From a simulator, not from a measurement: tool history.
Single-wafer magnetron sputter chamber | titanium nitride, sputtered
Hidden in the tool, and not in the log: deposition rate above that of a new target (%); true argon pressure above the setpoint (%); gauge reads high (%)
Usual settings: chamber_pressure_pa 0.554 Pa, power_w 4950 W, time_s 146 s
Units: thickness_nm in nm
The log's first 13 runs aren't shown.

| run | hour | chamber_pressure_pa | power_w | time_s | wafers since the last listed run | wafers on the sputter target | hours since the last manometer calibration | hours since the magnet pack was replaced | hours since the gauge calibration | read-back reference wafer on the same gauge, thickness_nm | thickness_nm |
|---|---|---|---|---|---|---|---|---|---|---|---|
| 14 | 402.5 | 0.554 | 4950 | 146 | 473 | 6436 | 206.9 | 172.7 | 208.7 | 140.178 | 131.569 |
| 15 | 426.3 | 0.554 | 4950 | 146 | 213 | 6650 | 230.7 | 196.5 | 232.5 | 139.912 | 131.078 |
| 16 | 461.3 | 0.746 | 4950 | 164 | 314 | 6964 | 265.7 | 231.5 | 267.5 | 139.944 | 135.657 |
| 17 | 478.6 | 0.554 | 4950 | 146 | 155 | 7120 | 283 | 248.8 | 284.8 | 139.872 | 130.092 |
| 18 | 501.7 | 0.414 | 4950 | 146 | 207 | 7328 | 306.1 | 271.9 | 307.9 | 139.571 | 138.961 |
| 19 | 536.2 | 0.554 | 4950 | 146 | 310 | 7638 | 340.6 | 306.4 | 342.4 | 139.907 | 131.958 |
| 20 | 548.8 | 0.445 | 3800 | 122 | 113 | 7751 | 353.2 | 319 | 355 | 139.755 | 95.763 |
| 21 | 652 | 0.554 | 4950 | 146 | 927 | 8679 | 456.4 | 422.2 | 458.2 | 140.155 | 131.24 |
| 22 | 678.7 | 0.554 | 5600 | 146 | 240 | 8919 | 483.1 | 448.9 | 484.9 | 139.933 | 142.622 |
| 23 | 703 | 0.554 | 4450 | 146 | 218 | 9137 | 507.4 | 473.2 | 509.2 | 140.006 | 122.655 |
| 24 | 726.4 | 0.697 | 5600 | 155 | 210 | 9347 | 530.8 | 496.6 | 532.6 | 140.286 | 142.848 |
| 25 | 740.5 | 0.554 | 4950 | 157 | 126 | 9474 | 544.9 | 510.7 | 546.7 | 140.047 | 142.085 |
|  | 748.5 | sputter target and shields replaced |
| 26 | 760.3 | 0.477 | 4950 | 173 | 106 | 105 | 564.7 | 530.5 | 566.5 | 139.737 | 160.765 |
| 27 | 795.9 | 0.456 | 5300 | 164 | 320 | 425 | 600.3 | 566.1 | 602.1 | 140.014 | 161.63 |
| 28 | 831.8 | 0.497 | 4150 | 146 | 322 | 748 | 636.2 | 602 | 638 | 139.946 | 118.345 |
| 29 | 876.3 | 0.554 | 4150 | 146 | 400 | 1148 | 680.7 | 646.5 | 682.5 | 139.637 | 117.118 |
| 30 | 909 | 0.656 | 6100 | 146 | 293 | 1442 | 713.4 | 679.2 | 715.2 | 139.797 | 146.762 |
| 31 | 921.9 | 0.554 | 4950 | 166 | 115 | 1558 | 726.3 | 692.1 | 728.1 | 140.156 | 149.545 |
| 32 | 941.9 | 0.554 | 5300 | 160 | 179 | 1738 | 746.3 | 712.1 | 748.1 | 139.911 | 151.985 |
| 33 | 968.3 | 0.633 | 4950 | 155 | 237 | 1975 | 772.7 | 738.5 | 774.5 | 140.08 | 134.547 |
| 34 | 988.2 | 0.358 | 4100 | 164 | 178 | 2154 | 792.6 | 758.4 | 794.4 | 140.069 | 142.69 |
| 35 | 1021 | 0.669 | 5950 | 146 | 294 | 2449 | 825.4 | 791.2 | 827.2 | 139.904 | 143.484 |

Forecast each of these 4 alternatives for the next run:
| A | 1021.4 | 0.475 | 4950 | 146 | 3 | 2452 | 825.8 | 791.6 | 827.6 | ? | ? |
| B | 1021.4 | 0.657 | 4200 | 120 | 3 | 2452 | 825.8 | 791.6 | 827.6 | ? | ? |
| C | 1021.4 | 0.734 | 3900 | 146 | 3 | 2452 | 825.8 | 791.6 | 827.6 | ? | ? |
| D | 1021.4 | 0.461 | 6150 | 157 | 3 | 2452 | 825.8 | 791.6 | 827.6 | ? | ? |

| run | read-back reference wafer on the same gauge, thickness_nm | thickness_nm |
|---|---|---|
| A | 140.118 | 137.188 |
| B | 140.118 | 93.713 |
| C | 140.118 | 105.39 |
| D | 140.118 | 173.043 |
Without the tool's hidden state the same runs would have given:
| run | thickness_nm |
|---|---|
| A | 135.486 |
| B | 92.034 |
| C | 103.267 |
| D | 170.973 |
